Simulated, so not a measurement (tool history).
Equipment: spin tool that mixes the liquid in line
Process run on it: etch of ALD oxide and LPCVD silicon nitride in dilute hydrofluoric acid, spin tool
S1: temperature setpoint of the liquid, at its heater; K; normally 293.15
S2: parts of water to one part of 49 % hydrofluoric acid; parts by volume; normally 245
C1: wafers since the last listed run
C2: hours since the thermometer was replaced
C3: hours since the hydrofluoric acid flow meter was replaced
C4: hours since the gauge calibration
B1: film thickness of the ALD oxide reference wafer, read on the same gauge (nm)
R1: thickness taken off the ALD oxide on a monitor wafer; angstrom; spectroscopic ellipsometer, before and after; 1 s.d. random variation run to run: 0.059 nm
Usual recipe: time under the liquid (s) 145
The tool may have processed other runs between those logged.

Run 1, day 0: usual settings but S2 300 parts by volume, time under the liquid (s) 120; C1 0; C2 1732.2; C3 1597.7; C4 1538; B1 50. Result: R1 77.8 angstrom.
Run 2, day 1.488: usual settings but S2 300 parts by volume, time under the liquid (s) 120; C1 296; C2 1767.9; C3 1633.4; C4 1573.7; B1 50. Result: R1 77.4 angstrom.
Run 3, day 4.058: usual settings but S2 335 parts by volume; C1 512; C2 1829.6; C3 1695.1; C4 1635.4; B1 50.01. Result: R1 81.6 angstrom.
Run 4, day 7.017: usual settings but S2 335 parts by volume; C1 589; C2 1900.6; C3 1766.1; C4 1706.4; B1 50.01. Result: R1 81 angstrom.
Run 5, day 9.592: usual settings but S1 295.15 K, time under the liquid (s) 120; C1 512; C2 1962.4; C3 1827.9; C4 1768.2; B1 50. Result: R1 106.5 angstrom.
At day 11.321: gauge calibrated.
Run 6, day 11.933: usual settings but time under the liquid (s) 165; C1 466; C2 2018.6; C3 1884.1; C4 14.7; B1 50. Result: R1 137.2 angstrom.
At day 14.288: hydrofluoric acid flow meter replaced.
Run 7, day 14.538: usual settings but time under the liquid (s) 165; C1 510; C2 2081.1; C3 6; C4 77.2; B1 49.99. Result: R1 137.3 angstrom.
Run 8, day 16.475: usual settings but time under the liquid (s) 165; C1 385; C2 2127.6; C3 52.5; C4 123.7; B1 50.01. Result: R1 138.3 angstrom.
Run 9, day 18.675: usual settings but S1 290.15 K, S2 350 parts by volume, time under the liquid (s) 220; C1 438; C2 2180.4; C3 105.3; C4 176.5; B1 50.01. Result: R1 103.4 angstrom.
Run 10, day 20.267: usual settings but time under the liquid (s) 90; C1 317; C2 2218.6; C3 143.5; C4 214.7; B1 50.01. Result: R1 75.7 angstrom.
At day 21.433: thermometer replaced.
Run 11, day 22.35: usual settings but S2 205 parts by volume; C1 406; C2 22; C3 193.5; C4 264.7; B1 50. Result: R1 150 angstrom.
Run 12, day 24.604: usual settings; C1 449; C2 76.1; C3 247.6; C4 318.8; B1 50. Result: R1 121.4 angstrom.
Run 13, day 25.962: usual settings but S1 298.15 K, S2 325 parts by volume, time under the liquid (s) 170; C1 270; C2 108.7; C3 280.2; C4 351.4; B1 49.99. Result: R1 118.6 angstrom.
Run 14, day 27.646: usual settings but S2 320 parts by volume, time under the liquid (s) 105; C1 335; C2 149.1; C3 320.6; C4 391.8; B1 50.02. Result: R1 62.5 angstrom.
Run 15, day 28.971: usual settings but time under the liquid (s) 90; C1 263; C2 180.9; C3 352.4; C4 423.6; B1 50. Result: R1 75.5 angstrom.
Run 16, day 31.708: usual settings but S2 185 parts by volume, time under the liquid (s) 190; C1 545; C2 246.6; C3 418.1; C4 489.3; B1 49.98. Result: R1 220.7 angstrom.
Run 17, day 34.35: usual settings but S2 205 parts by volume, time under the liquid (s) 60; C1 526; C2 310; C3 481.5; C4 552.7; B1 50. Result: R1 61.9 angstrom.
Run 18, day 40.025: usual settings but time under the liquid (s) 105; C1 1130; C2 446.2; C3 617.7; C4 688.9; B1 49.98. Result: R1 87.4 angstrom.
Run 19, day 42.038: usual settings but S2 305 parts by volume; C1 400; C2 494.5; C3 666; C4 737.2; B1 50. Result: R1 91.9 angstrom.
Run 20, day 44.496: usual settings but S2 290 parts by volume, time under the liquid (s) 200; C1 489; C2 553.5; C3 725; C4 796.2; B1 50.01. Result: R1 136 angstrom.
Run 21, day 46.683: usual settings but S1 296.15 K, S2 285 parts by volume; C1 435; C2 606; C3 777.5; C4 848.7; B1 49.99. Result: R1 111.4 angstrom.

Run 22, settings as shown, results not yet in. Your forecast:
Run 22, day 49.662: usual settings but S2 200 parts by volume; C1 593; C2 677.5; C3 849; C4 920.2; B1 ?. Result: R1 ?.

{"run 22": {"B1": 50.01, "R1": 154.4}}
Without the tool's hidden state the same run would have given R1 154.4 angstrom.
